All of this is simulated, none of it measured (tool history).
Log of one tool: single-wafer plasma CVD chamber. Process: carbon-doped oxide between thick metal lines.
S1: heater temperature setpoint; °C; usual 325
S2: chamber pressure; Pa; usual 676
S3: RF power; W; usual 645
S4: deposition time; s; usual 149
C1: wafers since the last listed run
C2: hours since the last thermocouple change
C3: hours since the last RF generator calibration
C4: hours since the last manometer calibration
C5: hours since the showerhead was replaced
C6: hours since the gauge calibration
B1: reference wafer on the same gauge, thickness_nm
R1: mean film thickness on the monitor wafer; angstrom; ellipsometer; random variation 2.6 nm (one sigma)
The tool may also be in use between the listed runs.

Run 1, hour 0: usual settings; C1 0; C2 2464.5; C3 1055.7; C4 1583.5; C5 6709.4; C6 2355.6; B1 1060.371. Result: R1 9912.53 angstrom.
Run 2, hour 46.9: usual settings; C1 296; C2 2511.4; C3 1102.6; C4 1630.4; C5 6756.3; C6 2402.5; B1 1059.927. Result: R1 9914.7 angstrom.
At hour 83.1: thermocouple changed; heater temperature recalibrated.
Run 3, hour 141.9: usual settings but S2 643 Pa, S3 690 W; C1 549; C2 58.8; C3 1197.6; C4 1725.4; C5 6851.3; C6 2497.5; B1 1060.068. Result: R1 10221.76 angstrom.
Run 4, hour 243.9: usual settings but S2 643 Pa, S3 690 W; C1 643; C2 160.8; C3 1299.6; C4 1827.4; C5 6953.3; C6 2599.5; B1 1059.624. Result: R1 10227.56 angstrom.
Run 5, hour 281.6: usual settings but S2 643 Pa, S3 690 W; C1 237; C2 198.5; C3 1337.3; C4 1865.1; C5 6991; C6 2637.2; B1 1060.478. Result: R1 10226.64 angstrom.
At hour 376.2: gauge calibrated.
Run 6, hour 381.9: usual settings; C1 633; C2 298.8; C3 1437.6; C4 1965.4; C5 7091.3; C6 5.7; B1 1059.559. Result: R1 9862.34 angstrom.
At hour 425.4: RF generator calibrated.
Run 7, hour 452: usual settings but S2 792 Pa; C1 391; C2 368.9; C3 26.6; C4 2035.5; C5 7161.4; C6 75.8; B1 1059.482. Result: R1 10231.3 angstrom.
At hour 496.3: capacitance manometer re-zeroed and calibrated.
Run 8, hour 540.6: usual settings but S2 792 Pa; C1 508; C2 457.5; C3 115.2; C4 44.3; C5 7250; C6 164.4; B1 1060.159. Result: R1 10141.86 angstrom.
Run 9, hour 620.3: usual settings but S3 580 W, S4 165 s; C1 503; C2 537.2; C3 194.9; C4 124; C5 7329.7; C6 244.1; B1 1060.522. Result: R1 9947.53 angstrom.
Run 10, hour 680.2: usual settings but S1 339 °C, S2 568 Pa, S3 755 W; C1 378; C2 597.1; C3 254.8; C4 183.9; C5 7389.6; C6 304; B1 1059.237. Result: R1 10052.12 angstrom.
Run 11, hour 729.2: usual settings but S2 643 Pa, S3 690 W; C1 309; C2 646.1; C3 303.8; C4 232.9; C5 7438.6; C6 353; B1 1060.182. Result: R1 10072.44 angstrom.
Run 12, hour 834: usual settings but S1 318 °C, S3 760 W; C1 661; C2 750.9; C3 408.6; C4 337.7; C5 7543.4; C6 457.8; B1 1060.672. Result: R1 11169.6 angstrom.
Run 13, hour 885.3: usual settings but S1 317 °C, S2 787 Pa, S4 138 s; C1 323; C2 802.2; C3 459.9; C4 389; C5 7594.7; C6 509.1; B1 1059.883. Result: R1 9575.26 angstrom.
Run 14, hour 929: usual settings but S2 544 Pa, S3 710 W; C1 275; C2 845.9; C3 503.6; C4 432.7; C5 7638.4; C6 552.8; B1 1060.041. Result: R1 9905.41 angstrom.

The next listed run, before its measurement:
At hour 963.1: capacitance manometer re-zeroed and calibrated, repeated, since the last time left the tool worse.
Run 15, hour 976: usual settings but S3 570 W; C1 246; C2 892.9; C3 550.6; C4 12.9; C5 7685.4; C6 599.8; B1 ?. Result: R1 ?.

B1: 1059.948
R1: 9152.4 angstrom
Without the tool's hidden state the same run would have given R1 9151.98 angstrom.
